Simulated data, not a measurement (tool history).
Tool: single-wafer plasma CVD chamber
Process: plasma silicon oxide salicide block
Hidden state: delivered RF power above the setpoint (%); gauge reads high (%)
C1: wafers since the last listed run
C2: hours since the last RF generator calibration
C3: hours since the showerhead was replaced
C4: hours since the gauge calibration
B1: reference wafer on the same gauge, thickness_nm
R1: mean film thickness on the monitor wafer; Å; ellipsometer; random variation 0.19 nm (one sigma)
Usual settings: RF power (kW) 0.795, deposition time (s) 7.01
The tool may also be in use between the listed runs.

Run 1, hour 0.0: usual settings but RF power (kW) 0.920; C1 0; C2 654.9; C3 5011.3; C4 436.6; B1 76.303. Result: R1 777.65 Å.
Run 2, hour 14.0: usual settings but RF power (kW) 0.920; C1 520; C2 668.9; C3 5025.3; C4 450.6; B1 76.320. Result: R1 773.97 Å.
Run 3, hour 27.5: usual settings; C1 502; C2 682.4; C3 5038.8; C4 464.1; B1 76.277. Result: R1 750.48 Å.
Run 4, hour 39.0: usual settings; C1 427; C2 693.9; C3 5050.3; C4 475.6; B1 76.255. Result: R1 745.36 Å.
Run 5, hour 53.3: usual settings; C1 532; C2 708.2; C3 5064.6; C4 489.9; B1 76.357. Result: R1 745.53 Å.
Run 6, hour 64.8: usual settings but RF power (kW) 0.910; C1 427; C2 719.7; C3 5076.1; C4 501.4; B1 76.380. Result: R1 773.93 Å.
Run 7, hour 79.2: usual settings but RF power (kW) 0.725; C1 535; C2 734.1; C3 5090.5; C4 515.8; B1 76.268. Result: R1 726.84 Å.
Run 8, hour 93.3: usual settings but RF power (kW) 0.725; C1 524; C2 748.2; C3 5104.6; C4 529.9; B1 76.297. Result: R1 730.32 Å.
Run 9, hour 110.6: usual settings but RF power (kW) 0.725; C1 643; C2 765.5; C3 5121.9; C4 547.2; B1 76.356. Result: R1 730.16 Å.
Run 10, hour 121.5: usual settings but deposition time (s) 6.49; C1 405; C2 776.4; C3 5132.8; C4 558.1; B1 76.313. Result: R1 692.61 Å.
Run 11, hour 130.7: usual settings but deposition time (s) 6.49; C1 342; C2 785.6; C3 5142.0; C4 567.3; B1 76.355. Result: R1 693.93 Å.
Run 12, hour 139.9: usual settings but deposition time (s) 6.49; C1 342; C2 794.8; C3 5151.2; C4 576.5; B1 76.311. Result: R1 686.99 Å.
Run 13, hour 146.0: usual settings; C1 226; C2 800.9; C3 5157.3; C4 582.6; B1 76.258. Result: R1 746.75 Å.
Run 14, hour 161.9: usual settings; C1 591; C2 816.8; C3 5173.2; C4 598.5; B1 76.377. Result: R1 745.80 Å.
At hour 174.2: showerhead replaced, of another model than before.
Run 15, hour 174.7: usual settings; C1 178; C2 829.6; C3 0.5; C4 611.3; B1 76.284. Result: R1 748.10 Å.
At hour 188.3: RF generator calibrated.
Run 16, hour 188.8: usual settings; C1 226; C2 0.5; C3 14.6; C4 625.4; B1 76.302. Result: R1 761.06 Å.
Run 17, hour 195.9: usual settings but deposition time (s) 6.38; C1 264; C2 7.6; C3 21.7; C4 632.5; B1 76.320. Result: R1 694.51 Å.
Run 18, hour 202.5: usual settings but RF power (kW) 0.700, deposition time (s) 6.20; C1 245; C2 14.2; C3 28.3; C4 639.1; B1 76.339. Result: R1 659.07 Å.
Run 19, hour 209.9: usual settings; C1 275; C2 21.6; C3 35.7; C4 646.5; B1 76.372. Result: R1 760.64 Å.
Run 20, hour 220.6: usual settings; C1 398; C2 32.3; C3 46.4; C4 657.2; B1 76.367. Result: R1 764.51 Å.
Run 21, hour 227.4: usual settings but RF power (kW) 0.890, deposition time (s) 6.32; C1 253; C2 39.1; C3 53.2; C4 664.0; B1 76.241. Result: R1 699.47 Å.
At hour 243.6: gauge calibrated.
Run 22, hour 247.0: usual settings; C1 729; C2 58.7; C3 72.8; C4 3.4; B1 76.375. Result: R1 759.93 Å.
Run 23, hour 264.5: usual settings; C1 651; C2 76.2; C3 90.3; C4 20.9; B1 76.334. Result: R1 758.65 Å.
Run 24, hour 274.1: usual settings; C1 357; C2 85.8; C3 99.9; C4 30.5; B1 76.277. Result: R1 757.82 Å.
Run 25, hour 283.3: usual settings but RF power (kW) 0.725, deposition time (s) 6.46; C1 342; C2 95.0; C3 109.1; C4 39.7; B1 76.380. Result: R1 687.08 Å.
Run 26, hour 299.8: usual settings but RF power (kW) 0.925, deposition time (s) 7.61; C1 613; C2 111.5; C3 125.6; C4 56.2; B1 76.384. Result: R1 846.87 Å.
Run 27, hour 307.3: usual settings but RF power (kW) 0.945, deposition time (s) 6.13; C1 279; C2 119.0; C3 133.1; C4 63.7; B1 76.263. Result: R1 685.31 Å.
Run 28, hour 322.4: usual settings but RF power (kW) 0.635; C1 561; C2 134.1; C3 148.2; C4 78.8; B1 76.222. Result: R1 729.51 Å.
Run 29, hour 340.2: usual settings but RF power (kW) 0.655, deposition time (s) 6.37; C1 662; C2 151.9; C3 166.0; C4 96.6; B1 76.250. Result: R1 665.05 Å.
Run 30, hour 356.8: usual settings but deposition time (s) 7.89; C1 617; C2 168.5; C3 182.6; C4 113.2; B1 76.258. Result: R1 851.52 Å.
Run 31, hour 381.5: usual settings but deposition time (s) 8.41; C1 919; C2 193.2; C3 207.3; C4 137.9; B1 76.342. Result: R1 907.89 Å.
Run 32, hour 398.9: usual settings but RF power (kW) 0.635; C1 647; C2 210.6; C3 224.7; C4 155.3; B1 76.367. Result: R1 727.82 Å.
Run 33, hour 411.7: usual settings; C1 476; C2 223.4; C3 237.5; C4 168.1; B1 76.246. Result: R1 759.36 Å.
Run 34, hour 426.1: usual settings but RF power (kW) 0.710, deposition time (s) 7.65; C1 535; C2 237.8; C3 251.9; C4 182.5; B1 76.311. Result: R1 807.20 Å.
Run 35, hour 433.1: usual settings but RF power (kW) 0.950, deposition time (s) 7.50; C1 260; C2 244.8; C3 258.9; C4 189.5; B1 76.206. Result: R1 835.33 Å.
Run 36, hour 448.1: usual settings; C1 558; C2 259.8; C3 273.9; C4 204.5; B1 76.305. Result: R1 753.92 Å.
Run 37, hour 473.9: usual settings but RF power (kW) 0.870, deposition time (s) 7.57; C1 960; C2 285.6; C3 299.7; C4 230.3; B1 76.312. Result: R1 823.57 Å.
Run 38, hour 487.5: usual settings; C1 506; C2 299.2; C3 313.3; C4 243.9; B1 76.356. Result: R1 754.22 Å.
Run 39, hour 503.6: usual settings; C1 599; C2 315.3; C3 329.4; C4 260.0; B1 76.300. Result: R1 753.96 Å.
Run 40, hour 517.3: usual settings but RF power (kW) 0.855; C1 509; C2 329.0; C3 343.1; C4 273.7; B1 76.273. Result: R1 764.52 Å.
Run 41, hour 531.1: usual settings but RF power (kW) 0.935, deposition time (s) 8.37; C1 513; C2 342.8; C3 356.9; C4 287.5; B1 76.330. Result: R1 926.84 Å.
Run 42, hour 549.5: usual settings but RF power (kW) 0.720, deposition time (s) 8.40; C1 684; C2 361.2; C3 375.3; C4 305.9; B1 76.261. Result: R1 883.84 Å.
Run 43, hour 595.0: usual settings but RF power (kW) 0.710, deposition time (s) 6.33; C1 1693; C2 406.7; C3 420.8; C4 351.4; B1 76.302. Result: R1 667.58 Å.
Run 44, hour 608.1: usual settings but RF power (kW) 0.655, deposition time (s) 6.03; C1 487; C2 419.8; C3 433.9; C4 364.5; B1 76.251. Result: R1 625.57 Å.

4 ways to go on from here, each from the tool as it stands after run 44. What would each give?
Run A, hour 608.5: usual settings but deposition time (s) 6.28; C1 14; C2 420.2; C3 434.3; C4 364.9; B1 ?. Result: R1 ?.
Run B, hour 608.5: usual settings but RF power (kW) 0.940, deposition time (s) 8.37; C1 14; C2 420.2; C3 434.3; C4 364.9; B1 ?. Result: R1 ?.
Run C, hour 608.5: usual settings but RF power (kW) 0.750, deposition time (s) 6.15; C1 14; C2 420.2; C3 434.3; C4 364.9; B1 ?. Result: R1 ?.
Run D, hour 608.5: usual settings but RF power (kW) 0.750, deposition time (s) 5.93; C1 14; C2 420.2; C3 434.3; C4 364.9; B1 ?. Result: R1 ?.

run      B1      R1
  A  76.308  674.19
  B  76.308  927.05
  C  76.308  653.41
  D  76.308  630.03
Without the tool's hidden state the same runs would have given:
run      R1
  A  682.29
  B  938.19
  C  661.26
  D  637.61
